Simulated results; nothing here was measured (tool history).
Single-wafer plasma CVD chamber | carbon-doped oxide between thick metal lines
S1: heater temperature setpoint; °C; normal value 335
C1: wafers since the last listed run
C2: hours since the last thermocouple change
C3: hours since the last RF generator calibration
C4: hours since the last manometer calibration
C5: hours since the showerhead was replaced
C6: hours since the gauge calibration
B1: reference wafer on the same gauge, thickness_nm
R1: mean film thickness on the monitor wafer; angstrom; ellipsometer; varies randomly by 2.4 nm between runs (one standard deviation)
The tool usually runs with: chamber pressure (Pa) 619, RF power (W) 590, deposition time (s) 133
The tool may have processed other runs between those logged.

run 1 day=0.000 | S1=335 chamber_pressure_(Pa)=619 RF_power_(W)=590 deposition_time_(s)=133 | C1=0 C2=2919.2 C3=1010.8 C4=1261.7 C5=4195.1 C6=197.9 | B1=863.435 | R1=7522.49
run 2 day=1.200 | S1=335 chamber_pressure_(Pa)=619 RF_power_(W)=590 deposition_time_(s)=133 | C1=400 C2=2948.0 C3=1039.6 C4=1290.5 C5=4223.9 C6=226.7 | B1=862.367 | R1=7475.72
run 3 day=2.083 | S1=335 chamber_pressure_(Pa)=619 RF_power_(W)=590 deposition_time_(s)=133 | C1=294 C2=2969.2 C3=1060.8 C4=1311.7 C5=4245.1 C6=247.9 | B1=862.806 | R1=7477.56
run 4 day=3.571 | S1=335 chamber_pressure_(Pa)=619 RF_power_(W)=590 deposition_time_(s)=133 | C1=496 C2=3004.9 C3=1096.5 C4=1347.4 C5=4280.8 C6=283.6 | B1=862.778 | R1=7440.38
run 5 day=4.971 | S1=335 chamber_pressure_(Pa)=619 RF_power_(W)=545 deposition_time_(s)=133 | C1=467 C2=3038.5 C3=1130.1 C4=1381.0 C5=4314.4 C6=317.2 | B1=863.196 | R1=6972.55
run 6 day=5.575 | S1=335 chamber_pressure_(Pa)=619 RF_power_(W)=545 deposition_time_(s)=133 | C1=201 C2=3053.0 C3=1144.6 C4=1395.5 C5=4328.9 C6=331.7 | B1=861.843 | R1=6927.13
-- day=8.017 gauge calibrated
run 7 day=8.092 | S1=335 chamber_pressure_(Pa)=619 RF_power_(W)=545 deposition_time_(s)=133 | C1=839 C2=3113.4 C3=1205.0 C4=1455.9 C5=4389.3 C6=1.8 | B1=863.172 | R1=6928.88
run 8 day=10.104 | S1=343 chamber_pressure_(Pa)=619 RF_power_(W)=590 deposition_time_(s)=121 | C1=671 C2=3161.7 C3=1253.3 C4=1504.2 C5=4437.6 C6=50.1 | B1=863.167 | R1=6621.87
run 9 day=11.021 | S1=343 chamber_pressure_(Pa)=619 RF_power_(W)=590 deposition_time_(s)=121 | C1=305 C2=3183.7 C3=1275.3 C4=1526.2 C5=4459.6 C6=72.1 | B1=862.385 | R1=6606.53
-- day=11.379 showerhead replaced, of another model than before
-- day=12.017 capacitance manometer re-zeroed and calibrated
run 10 day=12.038 | S1=335 chamber_pressure_(Pa)=619 RF_power_(W)=590 deposition_time_(s)=133 | C1=116 C2=3208.1 C3=1299.7 C4=0.5 C5=15.8 C6=96.5 | B1=862.901 | R1=7576.82
run 11 day=12.758 | S1=335 chamber_pressure_(Pa)=619 RF_power_(W)=590 deposition_time_(s)=133 | C1=240 C2=3225.4 C3=1317.0 C4=17.8 C5=33.1 C6=113.8 | B1=862.975 | R1=7541.26
run 12 day=13.962 | S1=335 chamber_pressure_(Pa)=619 RF_power_(W)=670 deposition_time_(s)=133 | C1=401 C2=3254.3 C3=1345.9 C4=46.7 C5=62.0 C6=142.7 | B1=862.062 | R1=8167.81
-- day=15.079 thermocouple changed; heater temperature recalibrated
run 13 day=15.375 | S1=335 chamber_pressure_(Pa)=619 RF_power_(W)=590 deposition_time_(s)=133 | C1=360 C2=7.1 C3=1379.8 C4=80.6 C5=95.9 C6=176.6 | B1=862.305 | R1=7547.08
-- day=16.346 RF generator calibrated
run 14 day=16.821 | S1=335 chamber_pressure_(Pa)=619 RF_power_(W)=590 deposition_time_(s)=133 | C1=371 C2=41.8 C3=11.4 C4=115.3 C5=130.6 C6=211.3 | B1=862.826 | R1=7860.41
run 15 day=17.988 | S1=335 chamber_pressure_(Pa)=667 RF_power_(W)=590 deposition_time_(s)=133 | C1=389 C2=69.8 C3=39.4 C4=143.3 C5=158.6 C6=239.3 | B1=863.354 | R1=8026.59
run 16 day=18.550 | S1=335 chamber_pressure_(Pa)=619 RF_power_(W)=590 deposition_time_(s)=133 | C1=187 C2=83.3 C3=52.9 C4=156.8 C5=172.1 C6=252.8 | B1=862.456 | R1=7840.40
run 17 day=19.296 | S1=341 chamber_pressure_(Pa)=619 RF_power_(W)=590 deposition_time_(s)=133 | C1=248 C2=101.2 C3=70.8 C4=174.7 C5=190.0 C6=270.7 | B1=862.664 | R1=7734.21
run 18 day=23.612 | S1=335 chamber_pressure_(Pa)=517 RF_power_(W)=590 deposition_time_(s)=159 | C1=1440 C2=204.8 C3=174.4 C4=278.3 C5=293.6 C6=374.3 | B1=862.319 | R1=8924.82
-- day=24.021 gauge calibrated
run 19 day=24.504 | S1=321 chamber_pressure_(Pa)=619 RF_power_(W)=590 deposition_time_(s)=133 | C1=297 C2=226.2 C3=195.8 C4=299.7 C5=315.0 C6=11.6 | B1=862.215 | R1=8199.13
run 20 day=25.121 | S1=325 chamber_pressure_(Pa)=619 RF_power_(W)=635 deposition_time_(s)=126 | C1=205 C2=241.0 C3=210.6 C4=314.5 C5=329.8 C6=26.4 | B1=862.107 | R1=7975.64
run 21 day=29.267 | S1=335 chamber_pressure_(Pa)=724 RF_power_(W)=670 deposition_time_(s)=108 | C1=1383 C2=340.5 C3=310.1 C4=414.0 C5=429.3 C6=125.9 | B1=863.148 | R1=7100.60
run 22 day=30.667 | S1=325 chamber_pressure_(Pa)=723 RF_power_(W)=480 deposition_time_(s)=154 | C1=467 C2=374.1 C3=343.7 C4=447.6 C5=462.9 C6=159.5 | B1=863.176 | R1=8530.00

Entry by entry between the runs, the difference in hidden state between the last listed run before and the first listed run after:
From run 6 to run 7: gauge calibrated (day 8.017)
  delivered RF power above the setpoint (%): -6.89 -> -7.19
  the result without the hidden state subtracted from the measured one, R1: -454.22 -> -476.17 angstrom
From run 9 to run 10: showerhead replaced, of another model than before (day 11.379); capacitance manometer re-zeroed and calibrated (day 12.017)
  delivered RF power above the setpoint (%): -7.54 -> -7.66
  the result without the hidden state subtracted from the measured one, R1: -463.21 -> -356.38 angstrom
From run 12 to run 13: thermocouple changed; heater temperature recalibrated (day 15.079)
  delivered RF power above the setpoint (%): -7.89 -> -8.06
  the result without the hidden state subtracted from the measured one, R1: -391.55 -> -375.25 angstrom
From run 13 to run 14: RF generator calibrated (day 16.346)
  delivered RF power above the setpoint (%): -8.06 -> -1.19
  the result without the hidden state subtracted from the measured one, R1: -375.25 -> -54.43 angstrom
From run 18 to run 19: gauge calibrated (day 24.021)
  delivered RF power above the setpoint (%): -2 -> -2.11
  the result without the hidden state subtracted from the measured one, R1: -104.52 -> -101.21 angstrom
